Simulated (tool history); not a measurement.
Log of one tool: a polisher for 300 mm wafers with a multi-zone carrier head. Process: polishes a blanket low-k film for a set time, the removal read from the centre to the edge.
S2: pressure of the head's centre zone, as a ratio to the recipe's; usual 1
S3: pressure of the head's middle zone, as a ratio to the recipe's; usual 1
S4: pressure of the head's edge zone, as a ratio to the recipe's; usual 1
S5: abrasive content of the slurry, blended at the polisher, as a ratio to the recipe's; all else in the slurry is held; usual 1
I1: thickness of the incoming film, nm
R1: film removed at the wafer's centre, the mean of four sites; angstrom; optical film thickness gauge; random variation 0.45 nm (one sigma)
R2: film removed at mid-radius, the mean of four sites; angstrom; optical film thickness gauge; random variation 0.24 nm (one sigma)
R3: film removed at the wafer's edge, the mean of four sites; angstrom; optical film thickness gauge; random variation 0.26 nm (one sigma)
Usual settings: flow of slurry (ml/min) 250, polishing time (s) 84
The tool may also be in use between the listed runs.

run 1 hour=0 | flow_of_slurry_(ml/min)=250 S2=1 S3=1 S4=1.03 S5=1 polishing_time_(s)=71 | I1=676.1 | R1=268 R2=287 R3=283
-- hour=17.3 slurry nozzle cleaned
-- hour=18.9 edge zone pressure recalibrated
-- hour=54.5 worn pad replaced by a new one
-- hour=105.1 carrier head's membrane replaced by a new one
run 2 hour=107.5 | flow_of_slurry_(ml/min)=250 S2=1 S3=1 S4=1 S5=1 polishing_time_(s)=94 | I1=676.2 | R1=359 R2=371 R3=382
run 3 hour=156.3 | flow_of_slurry_(ml/min)=250 S2=1 S3=1 S4=1 S5=1 polishing_time_(s)=94 | I1=671.1 | R1=360 R2=373 R3=372
run 4 hour=250.9 | flow_of_slurry_(ml/min)=250 S2=1 S3=1 S4=1 S5=1 polishing_time_(s)=94 | I1=686.6 | R1=363 R2=376 R3=378
run 5 hour=321.8 | flow_of_slurry_(ml/min)=250 S2=1 S3=1.04 S4=1 S5=1 polishing_time_(s)=84 | I1=681.4 | R1=316 R2=348 R3=336
run 6 hour=427.1 | flow_of_slurry_(ml/min)=250 S2=1 S3=1.04 S4=1 S5=1 polishing_time_(s)=84 | I1=682.6 | R1=324 R2=348 R3=333
run 7 hour=469 | flow_of_slurry_(ml/min)=250 S2=1.12 S3=1 S4=1 S5=0.9 polishing_time_(s)=84 | I1=665.9 | R1=344 R2=313 R3=315
-- hour=482.6 worn pad replaced by a new one
run 8 hour=563.2 | flow_of_slurry_(ml/min)=250 S2=1 S3=1 S4=1 S5=1 polishing_time_(s)=84 | I1=682.1 | R1=323 R2=334 R3=336
-- hour=682.5 slurry nozzle cleaned
-- hour=710.2 centre zone pressure recalibrated
run 9 hour=765.6 | flow_of_slurry_(ml/min)=195 S2=1 S3=1 S4=1 S5=1.15 polishing_time_(s)=84 | I1=685 | R1=329 R2=350 R3=349
run 10 hour=868.1 | flow_of_slurry_(ml/min)=250 S2=1 S3=1.12 S4=0.95 S5=0.8 polishing_time_(s)=97 | I1=684.6 | R1=332 R2=378 R3=335
run 11 hour=905 | flow_of_slurry_(ml/min)=315 S2=1 S3=1 S4=1.07 S5=1 polishing_time_(s)=72 | I1=683.5 | R1=278 R2=296 R3=306
-- hour=914.4 worn pad replaced by a new one
run 12 hour=944 | flow_of_slurry_(ml/min)=250 S2=1 S3=1.05 S4=0.9 S5=1 polishing_time_(s)=84 | I1=671.1 | R1=323 R2=345 R3=322
run 13 hour=999 | flow_of_slurry_(ml/min)=195 S2=1 S3=1 S4=1 S5=1.15 polishing_time_(s)=84 | I1=675.9 | R1=337 R2=347 R3=344
-- hour=1090.4 carrier head's membrane replaced by a new one
run 14 hour=1091 | flow_of_slurry_(ml/min)=250 S2=1 S3=1 S4=1 S5=1 polishing_time_(s)=84 | I1=673.1 | R1=334 R2=333 R3=338
run 15 hour=1194.1 | flow_of_slurry_(ml/min)=250 S2=1 S3=0.91 S4=1.05 S5=1 polishing_time_(s)=105 | I1=672.7 | R1=406 R2=392 R3=426
run 16 hour=1251.4 | flow_of_slurry_(ml/min)=300 S2=1 S3=1 S4=1 S5=1 polishing_time_(s)=84 | I1=685 | R1=338 R2=345 R3=344
-- hour=1299.4 worn pad replaced by a new one
run 17 hour=1353.1 | flow_of_slurry_(ml/min)=250 S2=1 S3=0.91 S4=0.96 S5=1 polishing_time_(s)=76 | I1=671.8 | R1=295 R2=280 R3=296
run 18 hour=1396.4 | flow_of_slurry_(ml/min)=300 S2=0.94 S3=0.96 S4=0.92 S5=1 polishing_time_(s)=84 | I1=677.4 | R1=309 R2=330 R3=327
-- hour=1416.4 slurry nozzle cleaned
run 19 hour=1439.7 | flow_of_slurry_(ml/min)=285 S2=1 S3=1 S4=1 S5=1 polishing_time_(s)=84 | I1=681.6 | R1=323 R2=339 R3=338
run 20 hour=1523 | flow_of_slurry_(ml/min)=220 S2=1 S3=0.88 S4=1 S5=1 polishing_time_(s)=84 | I1=676.2 | R1=321 R2=298 R3=332

What the log doesn't show, run by run:
removal rate lost through wear of the pad, %: 0 in every run
slurry flow missing at the pad, %: 0 in every run
deviation of the centre zone's pressure from its setpoint, %: 0 in every run
deviation of the edge zone's pressure from its setpoint, %: 0 in every run
